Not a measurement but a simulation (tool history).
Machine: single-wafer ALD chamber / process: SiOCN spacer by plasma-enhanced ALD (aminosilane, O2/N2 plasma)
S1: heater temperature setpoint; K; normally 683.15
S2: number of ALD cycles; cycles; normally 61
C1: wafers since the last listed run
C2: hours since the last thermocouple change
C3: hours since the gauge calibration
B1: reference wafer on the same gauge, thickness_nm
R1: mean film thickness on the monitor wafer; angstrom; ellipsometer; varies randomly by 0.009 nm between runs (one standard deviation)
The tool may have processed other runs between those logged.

run 1 hour=0 | S1=692.15 S2=61 | C1=0 C2=1354.2 C3=339.1 | B1=3.15 | R1=34.56
run 2 hour=22 | S1=692.15 S2=61 | C1=113 C2=1376.2 C3=361.1 | B1=3.149 | R1=34.65
run 3 hour=43.1 | S1=683.15 S2=61 | C1=109 C2=1397.3 C3=382.2 | B1=3.15 | R1=35.63
run 4 hour=58.8 | S1=683.15 S2=61 | C1=81 C2=1413 C3=397.9 | B1=3.15 | R1=35.28
run 5 hour=165.9 | S1=683.15 S2=61 | C1=553 C2=1520.1 C3=505 | B1=3.15 | R1=35.44
run 6 hour=188.3 | S1=683.15 S2=61 | C1=115 C2=1542.5 C3=527.4 | B1=3.148 | R1=35.24
run 7 hour=220.8 | S1=683.15 S2=61 | C1=168 C2=1575 C3=559.9 | B1=3.151 | R1=35.34
run 8 hour=238.7 | S1=690.15 S2=68 | C1=92 C2=1592.9 C3=577.8 | B1=3.147 | R1=38.63
run 9 hour=251.1 | S1=690.15 S2=68 | C1=64 C2=1605.3 C3=590.2 | B1=3.15 | R1=38.63
run 10 hour=274.5 | S1=690.15 S2=68 | C1=121 C2=1628.7 C3=613.6 | B1=3.152 | R1=38.61
run 11 hour=310.3 | S1=683.15 S2=61 | C1=185 C2=1664.5 C3=649.4 | B1=3.151 | R1=35.26
run 12 hour=322.5 | S1=683.15 S2=61 | C1=63 C2=1676.7 C3=661.6 | B1=3.151 | R1=35.34
run 13 hour=354.3 | S1=683.15 S2=61 | C1=164 C2=1708.5 C3=693.4 | B1=3.15 | R1=35.32
run 14 hour=382.9 | S1=674.15 S2=55 | C1=147 C2=1737.1 C3=722 | B1=3.151 | R1=32.63
run 15 hour=418.6 | S1=674.15 S2=55 | C1=184 C2=1772.8 C3=757.7 | B1=3.151 | R1=32.7
run 16 hour=452.6 | S1=683.15 S2=64 | C1=175 C2=1806.8 C3=791.7 | B1=3.149 | R1=37.19
run 17 hour=484.9 | S1=674.15 S2=69 | C1=167 C2=1839.1 C3=824 | B1=3.15 | R1=40.57
-- hour=493.8 thermocouple changed; heater temperature recalibrated
run 18 hour=518.9 | S1=689.15 S2=64 | C1=134 C2=25.1 C3=858 | B1=3.151 | R1=37.15
-- hour=524.5 gauge calibrated
run 19 hour=541.5 | S1=683.15 S2=61 | C1=116 C2=47.7 C3=17 | B1=3.15 | R1=35.92
run 20 hour=565.7 | S1=683.15 S2=61 | C1=125 C2=71.9 C3=41.2 | B1=3.147 | R1=35.97
run 21 hour=588.3 | S1=683.15 S2=69 | C1=116 C2=94.5 C3=63.8 | B1=3.15 | R1=40.78
run 22 hour=616.4 | S1=683.15 S2=61 | C1=145 C2=122.6 C3=91.9 | B1=3.151 | R1=36.12
run 23 hour=631.8 | S1=693.15 S2=66 | C1=79 C2=138 C3=107.3 | B1=3.153 | R1=37.89
run 24 hour=655.2 | S1=687.15 S2=53 | C1=121 C2=161.4 C3=130.7 | B1=3.151 | R1=31
run 25 hour=686.8 | S1=690.15 S2=64 | C1=163 C2=193 C3=162.3 | B1=3.148 | R1=36.99
run 26 hour=718.4 | S1=683.15 S2=61 | C1=163 C2=224.6 C3=193.9 | B1=3.152 | R1=35.98
run 27 hour=736.4 | S1=683.15 S2=61 | C1=93 C2=242.6 C3=211.9 | B1=3.149 | R1=35.97
run 28 hour=757.4 | S1=689.15 S2=56 | C1=108 C2=263.6 C3=232.9 | B1=3.15 | R1=32.56
run 29 hour=785.7 | S1=698.15 S2=61 | C1=146 C2=291.9 C3=261.2 | B1=3.149 | R1=34.64
run 30 hour=807.4 | S1=693.15 S2=54 | C1=112 C2=313.6 C3=282.9 | B1=3.15 | R1=31.04
run 31 hour=825.9 | S1=675.15 S2=55 | C1=95 C2=332.1 C3=301.4 | B1=3.15 | R1=33.18
run 32 hour=838.6 | S1=683.15 S2=69 | C1=65 C2=344.8 C3=314.1 | B1=3.153 | R1=40.68
run 33 hour=852.4 | S1=673.15 S2=55 | C1=71 C2=358.6 C3=327.9 | B1=3.151 | R1=33.24
run 34 hour=879.8 | S1=691.15 S2=49 | C1=141 C2=386 C3=355.3 | B1=3.151 | R1=28.24
run 35 hour=909.4 | S1=675.15 S2=56 | C1=153 C2=415.6 C3=384.9 | B1=3.149 | R1=33.71
run 36 hour=945.2 | S1=669.15 S2=56 | C1=185 C2=451.4 C3=420.7 | B1=3.151 | R1=33.92
run 37 hour=975.2 | S1=688.15 S2=61 | C1=155 C2=481.4 C3=450.7 | B1=3.15 | R1=35.43
run 38 hour=994.9 | S1=674.15 S2=57 | C1=101 C2=501.1 C3=470.4 | B1=3.15 | R1=34.48
run 39 hour=1019.5 | S1=689.15 S2=66 | C1=127 C2=525.7 C3=495 | B1=3.152 | R1=38.29
run 40 hour=1055.5 | S1=679.15 S2=52 | C1=186 C2=561.7 C3=531 | B1=3.151 | R1=31.11
run 41 hour=1070.3 | S1=683.15 S2=61 | C1=76 C2=576.5 C3=545.8 | B1=3.151 | R1=35.9
run 42 hour=1099.3 | S1=683.15 S2=61 | C1=150 C2=605.5 C3=574.8 | B1=3.149 | R1=35.93

3 options for the next run, each taken on its own from the tool as it stands now. Forecast them:
run A hour=1099.8 | S1=687.15 S2=61 | C1=2 C2=606 C3=575.3 | B1=? | R1=?
run B hour=1099.8 | S1=697.15 S2=67 | C1=2 C2=606 C3=575.3 | B1=? | R1=?
run C hour=1099.8 | S1=673.15 S2=53 | C1=2 C2=606 C3=575.3 | B1=? | R1=?

run=A B1=3.148 R1=35.54
run=B B1=3.148 R1=37.96
run=C B1=3.148 R1=32.07
Without the tool's unlogged condition, the same runs would have read:
run=A R1=35.5
run=B R1=37.91
run=C R1=32.03
